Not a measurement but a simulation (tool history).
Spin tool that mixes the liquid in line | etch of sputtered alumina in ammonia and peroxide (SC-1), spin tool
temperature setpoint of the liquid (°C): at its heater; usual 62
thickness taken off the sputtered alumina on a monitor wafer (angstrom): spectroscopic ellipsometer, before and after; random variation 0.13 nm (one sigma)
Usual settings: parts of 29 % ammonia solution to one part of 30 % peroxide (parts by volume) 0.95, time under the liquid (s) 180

run,hour,temperature setpoint of the liquid (°C),parts of 29 % ammonia solution to one part of 30 % peroxide (parts by volume),time under the liquid (s),wafers since the last listed run,hours since the thermometer was replaced,hours since the ammonia flow meter was replaced,hours since the heated supply line was repaired,hours since the drum of ammonia solution was connected,hours since the gauge calibration,"read-back film thickness of the sputtered alumina reference wafer, read on the same gauge (nm)",thickness taken off the sputtered alumina on a monitor wafer (angstrom)
1,0,62,0.95,180,0,233.3,1595.5,2920.3,696,1330.7,89.99,185.6
2,63.5,62,1.2,180,488,296.8,1659,2983.8,759.5,1394.2,89.99,189.6
3,134,68.5,0.95,180,542,367.3,1729.5,3054.3,830,1464.7,89.99,257
4,218.4,65.5,0.95,180,649,451.7,1813.9,3138.7,914.4,1549.1,90.01,225.6
# hour 248: new drum of ammonia solution connected
5,272.9,62,0.75,180,411,506.2,1868.4,3193.2,24.9,1603.6,89.99,186.8
6,337.5,70,0.95,180,496,570.8,1933,3257.8,89.5,1668.2,90.01,282.1
# hour 393.2: gauge calibrated
7,428.9,64.5,1.2,290,702,662.2,2024.4,3349.2,180.9,35.7,90.01,353.6
8,479.4,62,0.95,260,388,712.7,2074.9,3399.7,231.4,86.2,90.01,277.4
9,546.7,55,0.95,140,517,780,2142.2,3467,298.7,153.5,90.01,104.6
# hour 563.3: ammonia flow meter replaced
10,646.4,62,0.55,180,759,879.7,83.1,3566.7,398.4,253.2,90.01,185.1
# hour 704.2: heated supply line repaired
11,722.3,62,0.95,180,575,955.6,159,18.1,474.3,329.1,90.02,194.7
12,790.7,67,0.95,275,526,1024,227.4,86.5,542.7,397.5,90.02,383.3
13,828.5,62,0.95,180,290,1061.8,265.2,124.3,580.5,435.3,89.99,196.5
14,866.5,54.5,1.2,105,292,1099.8,303.2,162.3,618.5,473.3,89.98,80.5
# hour 900: thermometer replaced
15,945.9,67,1.2,230,602,45.9,382.6,241.7,697.9,552.7,90.01,307.8
16,1002.2,54.5,0.95,70,432,102.2,438.9,298,754.2,609,90,48.3
17,1043.4,62,0.95,225,316,143.4,480.1,339.2,795.4,650.2,89.99,227.5
18,1124.3,68.5,1.2,210,622,224.3,561,420.1,876.3,731.1,90,301.8
19,1210.8,62,0.95,180,665,310.8,647.5,506.6,962.8,817.6,90,185.2
# hour 1298.6: new drum of ammonia solution connected
20,1311.3,65,0.65,180,765,411.3,748,607.1,12.7,918.1,89.98,208.6
21,1349.3,62,0.95,180,292,449.3,786,645.1,50.7,956.1,90.01,189.5

Run 22 comes next. What will it give?
22,1406.8,62,0.95,180,442,506.8,843.5,702.6,108.2,1013.6,?,?

read-back film thickness of the sputtered alumina reference wafer, read on the same gauge (nm): 90.01
thickness taken off the sputtered alumina on a monitor wafer (angstrom): 188.8
Without the tool's hidden state the same run would have given thickness taken off the sputtered alumina on a monitor wafer (angstrom) 180.
